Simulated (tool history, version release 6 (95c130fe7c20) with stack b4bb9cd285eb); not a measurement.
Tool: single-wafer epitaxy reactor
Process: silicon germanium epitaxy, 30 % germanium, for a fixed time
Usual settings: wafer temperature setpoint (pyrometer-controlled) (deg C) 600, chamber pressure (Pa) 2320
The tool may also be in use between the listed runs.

run	hour	wafer temperature setpoint (pyrometer-controlled) (deg C)	chamber pressure (Pa)	wafers since the last listed run	hours since the last pyrometer calibration	hours since the last manometer calibration	hours since the showerhead was replaced	hours since the gauge calibration	read-back reference wafer on the same gauge, thickness_nm	mean film thickness on the monitor wafer (Å)
1	0.0	600	2320	0	1813.5	2365.5	7268.5	263.8	48.136	566.23
2	9.7	600	2320	101	1823.2	2375.2	7278.2	273.5	48.113	563.15
3	25.8	600	2320	168	1839.3	2391.3	7294.3	289.6	48.041	565.27
4	32.0	600	2320	64	1845.5	2397.5	7300.5	295.8	48.164	565.14
5	49.0	600	2320	177	1862.5	2414.5	7317.5	312.8	48.117	567.54
6	81.8	600	2320	343	1895.3	2447.3	7350.3	345.6	48.099	564.40
7	95.9	606	2320	147	1909.4	2461.4	7364.4	359.7	47.988	637.35
# hour 111.6: gauge calibrated
# hour 116.5: showerhead replaced
8	117.0	606	2320	137	1930.5	2482.5	0.5	5.4	48.020	637.99
9	128.1	606	2320	116	1941.6	2493.6	11.6	16.5	48.077	642.19
# hour 141.6: pyrometer calibrated
10	142.1	600	2320	62	0.5	2507.6	25.6	30.5	48.090	564.09
11	146.8	607	2320	49	5.2	2512.3	30.3	35.2	48.104	652.25
# hour 162.3: capacitance manometer re-zeroed and calibrated
12	162.8	607	2320	83	21.2	0.5	46.3	51.2	48.066	648.99
13	169.9	607	2320	74	28.3	7.6	53.4	58.3	48.077	651.25
14	179.6	609	2826	101	38.0	17.3	63.1	68.0	48.070	739.18
15	192.4	600	2800	133	50.8	30.1	75.9	80.8	48.117	612.86
16	209.6	614	2320	179	68.0	47.3	93.1	98.0	48.076	747.23
17	221.5	600	2320	124	79.9	59.2	105.0	109.9	48.000	567.06
18	236.9	607	1813	161	95.3	74.6	120.4	125.3	48.158	577.63
19	244.4	600	1960	78	102.8	82.1	127.9	132.8	48.108	522.61
20	251.1	600	2320	70	109.5	88.8	134.6	139.5	48.141	565.02

Forecast run 21:
21	268.3	600	2320	179	126.7	106.0	151.8	156.7	?	?

Run 21 gave read-back reference wafer on the same gauge, thickness_nm 48.099, mean film thickness on the monitor wafer (Å) 564.07.
Without the tool's hidden state the same run would have given mean film thickness on the monitor wafer (Å) 564.07.

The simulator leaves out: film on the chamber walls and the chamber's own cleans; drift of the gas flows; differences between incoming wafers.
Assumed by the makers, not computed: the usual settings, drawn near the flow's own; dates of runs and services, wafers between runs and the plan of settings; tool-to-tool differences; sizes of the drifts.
